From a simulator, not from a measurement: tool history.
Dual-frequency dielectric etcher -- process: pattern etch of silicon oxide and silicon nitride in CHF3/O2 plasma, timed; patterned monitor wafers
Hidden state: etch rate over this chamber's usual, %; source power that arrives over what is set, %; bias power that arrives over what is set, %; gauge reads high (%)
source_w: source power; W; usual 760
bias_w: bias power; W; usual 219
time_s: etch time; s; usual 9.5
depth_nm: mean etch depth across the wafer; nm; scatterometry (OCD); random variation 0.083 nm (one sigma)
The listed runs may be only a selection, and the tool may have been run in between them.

run     day  source_w  bias_w  time_s  wafers since the last listed run  hours since the last wet clean  hours since the last source power generator calibration  hours since the last bias power generator calibration  hours since the last upper electrode change  hours since the gauge calibration  read-back reference wafer on the same gauge, depth_nm  depth_nm
  1   0.000       760     219     9.5                                 0                           502.1                                                   3670.3                                                 2008.1                                       4774.1                               38.7                                                  13.70     16.61
  2   1.175       760     219     9.5                               325                           530.3                                                   3698.5                                                 2036.3                                       4802.3                               66.9                                                  13.71     16.46
  3   2.212       760     219     9.5                               286                           555.2                                                   3723.4                                                 2061.2                                       4827.2                               91.8                                                  13.70     16.39
  4   2.933       760     219     9.5                               199                           572.5                                                   3740.7                                                 2078.5                                       4844.5                              109.1                                                  13.69     16.37
  5   3.508       760     219     9.5                               159                           586.3                                                   3754.5                                                 2092.3                                       4858.3                              122.9                                                  13.71     16.45
  6   4.250       910     240     9.5                               205                           604.1                                                   3772.3                                                 2110.1                                       4876.1                              140.7                                                  13.70     18.81
      5.604  -- upper electrode replaced
  7   5.625       760     176     9.5                               103                           637.1                                                   3805.3                                                 2143.1                                          0.5                              173.7                                                  13.71     14.91
      7.738  -- wet clean of the chamber
  8   7.758       760     219     9.5                               313                             0.5                                                   3856.5                                                 2194.3                                         51.7                              224.9                                                  13.69     17.00
  9   8.246       760     219     9.5                               134                            12.2                                                   3868.2                                                 2206.0                                         63.4                              236.6                                                  13.69     16.87
      9.696  -- source power generator calibrated
 10   9.717       760     219     8.5                               360                            47.5                                                      0.5                                                 2241.3                                         98.7                              271.9                                                  13.69     15.17
 11  10.329       840     219    10.5                               169                            62.2                                                     15.2                                                 2256.0                                        113.4                              286.6                                                  13.69     19.84
 12  11.654       850     165    11.5                               366                            94.0                                                     47.0                                                 2287.8                                        145.2                              318.4                                                  13.71     19.33
 13  12.412       580     219     9.5                               209                           112.2                                                     65.2                                                 2306.0                                        163.4                              336.6                                                  13.70     14.34
 14  13.125       940     181    11.0                               197                           129.3                                                     82.3                                                 2323.1                                        180.5                              353.7                                                  13.70     20.13
     13.542  -- gauge calibrated
     13.550  -- bias power generator calibrated
 15  14.088       760     219     9.5                               220                           152.4                                                    105.4                                                   12.9                                        203.6                               13.1                                                  13.71     16.81
 16  14.650       760     219    11.0                               155                           165.9                                                    118.9                                                   26.4                                        217.1                               26.6                                                  13.71     19.47
 17  15.538       890     170    12.5                               245                           187.2                                                    140.2                                                   47.7                                        238.4                               47.9                                                  13.71     21.61

Forecast run 18:
 18  16.583       940     181    11.0                               289                           212.3                                                    165.3                                                   72.8                                        263.5                               73.0                                                      ?         ?

read-back reference wafer on the same gauge, depth_nm: 13.70
depth_nm: 19.94 nm
With no hidden state in the tool, this same run would have given depth_nm 20.11 nm.
